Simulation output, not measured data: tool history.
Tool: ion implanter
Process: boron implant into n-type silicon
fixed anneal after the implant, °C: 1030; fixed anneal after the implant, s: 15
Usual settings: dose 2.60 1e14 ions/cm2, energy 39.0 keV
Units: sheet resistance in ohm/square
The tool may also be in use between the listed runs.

run	day	dose	energy	read-back reference wafer on the same gauge, sheet resistance	sheet resistance
1	0.000	2.90	39.0	306.94	324.96
2	0.350	2.90	39.0	307.00	327.79
3	0.683	2.60	39.0	307.31	360.42
4	2.888	2.60	39.0	307.20	358.62
5	3.596	2.60	39.0	306.69	354.34
6	4.029	2.60	39.0	307.01	354.80
# day 4.596: Faraday cup replaced and dose calibrated
7	4.617	2.60	48.0	306.74	352.83
8	4.954	3.02	27.0	307.16	332.90
9	5.467	1.84	30.5	307.57	480.34
10	5.938	3.26	39.0	307.45	300.36
# day 7.179: gauge calibrated
# day 7.625: extraction supply calibrated
11	7.646	2.09	33.5	307.34	436.45
12	7.783	2.60	39.0	306.82	360.13
13	8.429	2.90	39.0	307.06	329.84
14	8.975	3.18	51.0	307.03	294.48
15	9.625	3.12	39.0	306.98	309.91

4 ways to go on from here, each from the tool as it stands after run 15. What would each give?
A	9.642	1.85	39.0	?	?
B	9.642	2.94	47.5	?	?
C	9.642	3.32	46.5	?	?
D	9.642	2.89	32.5	?	?

run	read-back reference wafer on the same gauge, sheet resistance	sheet resistance
A	306.59	465.41
B	306.59	317.30
C	306.59	288.68
D	306.59	336.04
Without the tool's hidden state the same runs would have given:
run	sheet resistance
A	465.41
B	317.30
C	288.68
D	336.04
